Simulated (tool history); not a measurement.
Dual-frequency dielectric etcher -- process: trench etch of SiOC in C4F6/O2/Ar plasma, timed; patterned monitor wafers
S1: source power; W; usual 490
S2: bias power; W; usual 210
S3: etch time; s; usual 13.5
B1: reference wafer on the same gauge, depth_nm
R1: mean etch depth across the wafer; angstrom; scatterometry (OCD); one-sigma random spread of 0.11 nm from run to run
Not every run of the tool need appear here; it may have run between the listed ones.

| run | hour | S1 | S2 | S3 | B1 | R1 |
|---|---|---|---|---|---|---|
| 1 | 0 | 490 | 210 | 10.5 | 29.04 | 280.1 |
| 2 | 64.8 | 490 | 210 | 10.5 | 29.01 | 283.3 |
| 3 | 90.5 | 490 | 210 | 13.5 | 28.98 | 365.3 |
| 4 | 128.7 | 570 | 210 | 13.5 | 29 | 389.8 |
| 5 | 177.9 | 490 | 210 | 13.5 | 29.01 | 366.9 |
| 6 | 228.3 | 490 | 210 | 13.5 | 28.98 | 367.5 |
| 7 | 270 | 490 | 210 | 13.5 | 28.98 | 368.1 |
| 8 | 312.7 | 520 | 210 | 13.5 | 28.99 | 379.7 |
| 9 | 339.1 | 520 | 210 | 13.5 | 29.05 | 380.1 |
|  | 385.9 | wet clean of the chamber |
| 10 | 392.9 | 520 | 210 | 13.5 | 29.01 | 367 |
| 11 | 445 | 490 | 210 | 13.5 | 28.97 | 358.7 |
| 12 | 507.7 | 490 | 210 | 13.5 | 28.97 | 358.3 |
| 13 | 535.3 | 490 | 210 | 13.5 | 29.03 | 361 |
| 14 | 581 | 490 | 210 | 13.5 | 28.97 | 362.5 |
|  | 616 | upper electrode replaced |
| 15 | 624.4 | 440 | 178 | 12 | 29 | 294.6 |
| 16 | 651.2 | 380 | 210 | 13.5 | 28.98 | 326.4 |
|  | 664 | gauge calibrated |
| 17 | 714.9 | 540 | 196 | 15 | 29.04 | 418.2 |
|  | 762.5 | bias power generator calibrated |
|  | 788 | source power generator calibrated |
| 18 | 788.5 | 490 | 227 | 12 | 28.95 | 327.9 |
| 19 | 846.6 | 490 | 243 | 13.5 | 29.01 | 378.7 |
| 20 | 893.7 | 610 | 210 | 9.5 | 28.97 | 282.5 |
| 21 | 929.3 | 490 | 236 | 11 | 28.98 | 309.4 |
| 22 | 954.7 | 610 | 210 | 15.5 | 29.03 | 462.3 |
|  | 997.1 | wet clean of the chamber |
| 23 | 997.6 | 490 | 210 | 13.5 | 29.03 | 355.2 |
| 24 | 1052.7 | 610 | 210 | 15.5 | 28.96 | 452.1 |
| 25 | 1115.7 | 490 | 210 | 13.5 | 29.02 | 361 |
| 26 | 1164.3 | 390 | 169 | 11 | 29.02 | 249.9 |
| 27 | 1234.1 | 460 | 169 | 14.5 | 28.97 | 355.6 |
| 28 | 1283.7 | 600 | 181 | 14.5 | 29.06 | 411 |
| 29 | 1318 | 490 | 167 | 13.5 | 28.99 | 343.8 |

What if the next run were any one of these 5? Each begins from the tool's condition after run 29:
| A | 1318.4 | 490 | 210 | 13.5 | ? | ? |
| B | 1318.4 | 530 | 250 | 12 | ? | ? |
| C | 1318.4 | 450 | 187 | 11.5 | ? | ? |
| D | 1318.4 | 450 | 164 | 13.5 | ? | ? |
| E | 1318.4 | 430 | 210 | 12 | ? | ? |

| run | B1 | R1 |
|---|---|---|
| A | 29 | 365.4 |
| B | 29 | 354 |
| C | 29 | 289.9 |
| D | 29 | 328.2 |
| E | 29 | 306.5 |
Stripped of hidden state, with their random variation kept, the same runs would have yielded:
| run | R1 |
|---|---|
| A | 352.1 |
| B | 341.1 |
| C | 279.4 |
| D | 316.2 |
| E | 295.3 |

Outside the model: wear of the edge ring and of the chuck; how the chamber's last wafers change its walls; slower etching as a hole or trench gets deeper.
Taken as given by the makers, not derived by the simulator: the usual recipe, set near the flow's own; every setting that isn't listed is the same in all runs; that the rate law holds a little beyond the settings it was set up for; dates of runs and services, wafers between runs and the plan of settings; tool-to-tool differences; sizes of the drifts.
